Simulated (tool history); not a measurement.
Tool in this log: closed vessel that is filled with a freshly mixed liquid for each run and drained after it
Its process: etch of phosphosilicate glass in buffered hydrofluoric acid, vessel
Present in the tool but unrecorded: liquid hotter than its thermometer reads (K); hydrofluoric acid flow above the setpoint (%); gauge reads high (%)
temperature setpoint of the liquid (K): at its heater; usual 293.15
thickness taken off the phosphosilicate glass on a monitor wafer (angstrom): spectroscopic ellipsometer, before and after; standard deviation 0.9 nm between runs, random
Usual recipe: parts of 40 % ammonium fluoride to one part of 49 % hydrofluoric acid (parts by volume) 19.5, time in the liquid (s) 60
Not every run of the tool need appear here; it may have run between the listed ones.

run    hour  temperature setpoint of the liquid (K)  parts of 40 % ammonium fluoride to one part of 49 % hydrofluoric acid (parts by volume)  time in the liquid (s)  wafers since the last listed run  hours since the thermometer was replaced  hours since the hydrofluoric acid flow meter was replaced  hours since the gauge calibration  read-back film thickness of the phosphosilicate glass reference wafer, read on the same gauge (nm)  thickness taken off the phosphosilicate glass on a monitor wafer (angstrom)
  1     0.0                                  293.15                                                                                     19.5                      60                                 0                                     311.9                                                      580.6                              317.3                                                                                              150.02                                                                       1477.3
  2    34.3                                  293.15                                                                                     19.5                      60                              3895                                     346.2                                                      614.9                              351.6                                                                                              150.00                                                                       1468.2
  3    99.8                                  293.15                                                                                     19.5                      60                              7438                                     411.7                                                      680.4                              417.1                                                                                              150.00                                                                       1493.4
  4   168.8                                  293.15                                                                                     19.5                      60                              7836                                     480.7                                                      749.4                              486.1                                                                                              150.01                                                                       1494.0
  5   292.6                                  293.15                                                                                     19.5                      60                             14059                                     604.5                                                      873.2                              609.9                                                                                              150.01                                                                       1500.7
  6   341.8                                  293.15                                                                                     19.5                      60                              5587                                     653.7                                                      922.4                              659.1                                                                                              150.01                                                                       1509.3
  7   378.4                                  293.15                                                                                     19.5                      60                              4156                                     690.3                                                      959.0                              695.7                                                                                              150.01                                                                       1499.9
  8   448.2                                  293.15                                                                                     19.5                      60                              7926                                     760.1                                                     1028.8                              765.5                                                                                              150.02                                                                       1498.8
  9   518.2                                  293.15                                                                                     19.5                      60                              7949                                     830.1                                                     1098.8                              835.5                                                                                              150.00                                                                       1495.7
 10   578.5                                  295.15                                                                                     19.5                      60                              6848                                     890.4                                                     1159.1                              895.8                                                                                              149.98                                                                       1677.8
 11   628.7                                  293.15                                                                                     19.5                      60                              5701                                     940.6                                                     1209.3                              946.0                                                                                              150.01                                                                       1513.9
      633.0  -- gauge calibrated
 12   655.0                                  293.15                                                                                     19.5                      60                              2986                                     966.9                                                     1235.6                               22.0                                                                                              149.99                                                                       1520.9
 13   691.0                                  293.15                                                                                     19.5                      60                              4088                                    1002.9                                                     1271.6                               58.0                                                                                              150.00                                                                       1511.0
 14   723.3                                  293.15                                                                                     19.5                      60                              3668                                    1035.2                                                     1303.9                               90.3                                                                                              150.02                                                                       1501.6
 15   775.5                                  293.15                                                                                     19.5                      45                              5928                                    1087.4                                                     1356.1                              142.5                                                                                              149.99                                                                       1139.2
 16   806.1                                  290.15                                                                                     15.0                      85                              3475                                    1118.0                                                     1386.7                              173.1                                                                                              150.00                                                                       2349.7
 17   850.7                                  293.15                                                                                     23.0                      90                              5065                                    1162.6                                                     1431.3                              217.7                                                                                              150.00                                                                       2006.6
 18   920.9                                  290.15                                                                                     24.5                      50                              7972                                    1232.8                                                     1501.5                              287.9                                                                                              149.99                                                                        903.8
 19   961.2                                  293.15                                                                                     19.5                      60                              4576                                    1273.1                                                     1541.8                              328.2                                                                                              149.98                                                                       1513.3
 20   996.3                                  293.15                                                                                     19.5                      60                              3986                                    1308.2                                                     1576.9                              363.3                                                                                              150.00                                                                       1527.3
     1010.1  -- hydrofluoric acid flow meter replaced
 21  1063.1                                  293.15                                                                                     14.0                      60                              7472                                    1375.0                                                       53.0                              430.1                                                                                              149.99                                                                       2117.1
 22  1091.4                                  298.15                                                                                     19.5                      60                              3213                                    1403.3                                                       81.3                              458.4                                                                                              150.01                                                                       2018.6
 23  1123.5                                  290.15                                                                                     21.5                      50                              3645                                    1435.4                                                      113.4                              490.5                                                                                              149.98                                                                        995.9
     1126.6  -- thermometer replaced
 24  1166.0                                  293.15                                                                                     19.5                      60                              4712                                      39.4                                                      155.9                              533.0                                                                                              150.00                                                                       1486.9
 25  1232.9                                  293.15                                                                                     19.5                      60                              7597                                     106.3                                                      222.8                              599.9                                                                                              149.99                                                                       1494.7
 26  1287.3                                  290.15                                                                                     19.5                      75                              6177                                     160.7                                                      277.2                              654.3                                                                                              150.01                                                                       1567.2
 27  1338.7                                  295.15                                                                                     19.5                      95                              5837                                     212.1                                                      328.6                              705.7                                                                                              149.98                                                                       2641.2
 28  1549.1                                  293.15                                                                                     19.5                      60                             23894                                     422.5                                                      539.0                              916.1                                                                                              150.00                                                                       1482.5
 29  1601.0                                  290.15                                                                                     19.5                      40                              5894                                     474.4                                                      590.9                              968.0                                                                                              150.00                                                                        836.0
 30  1625.2                                  293.15                                                                                     16.5                      60                              2748                                     498.6                                                      615.1                              992.2                                                                                              150.02                                                                       1765.7
 31  1799.0                                  295.65                                                                                     19.5                      75                             19737                                     672.4                                                      788.9                             1166.0                                                                                              150.00                                                                       2144.4

Hidden state at the last listed run before each entry between runs and at the first one after, where it differs:
In the gap between runs 11 and 12: gauge calibrated (hour 633.0)
  liquid hotter than its thermometer reads (K): 0.463 -> 0.475
  measured value less the no-hidden-state value, thickness taken off the phosphosilicate glass on a monitor wafer (angstrom): +38.6 -> +40.4
In the gap between runs 20 and 21: hydrofluoric acid flow meter replaced (hour 1010.1)
  liquid hotter than its thermometer reads (K): 0.627 -> 0.656
  measured value less the no-hidden-state value, thickness taken off the phosphosilicate glass on a monitor wafer (angstrom): +53.0 -> +76.7
In the gap between runs 23 and 24: thermometer replaced (hour 1126.6)
  liquid hotter than its thermometer reads (K): 0.683 -> 0.0858
  measured value less the no-hidden-state value, thickness taken off the phosphosilicate glass on a monitor wafer (angstrom): +38.0 -> +7.5
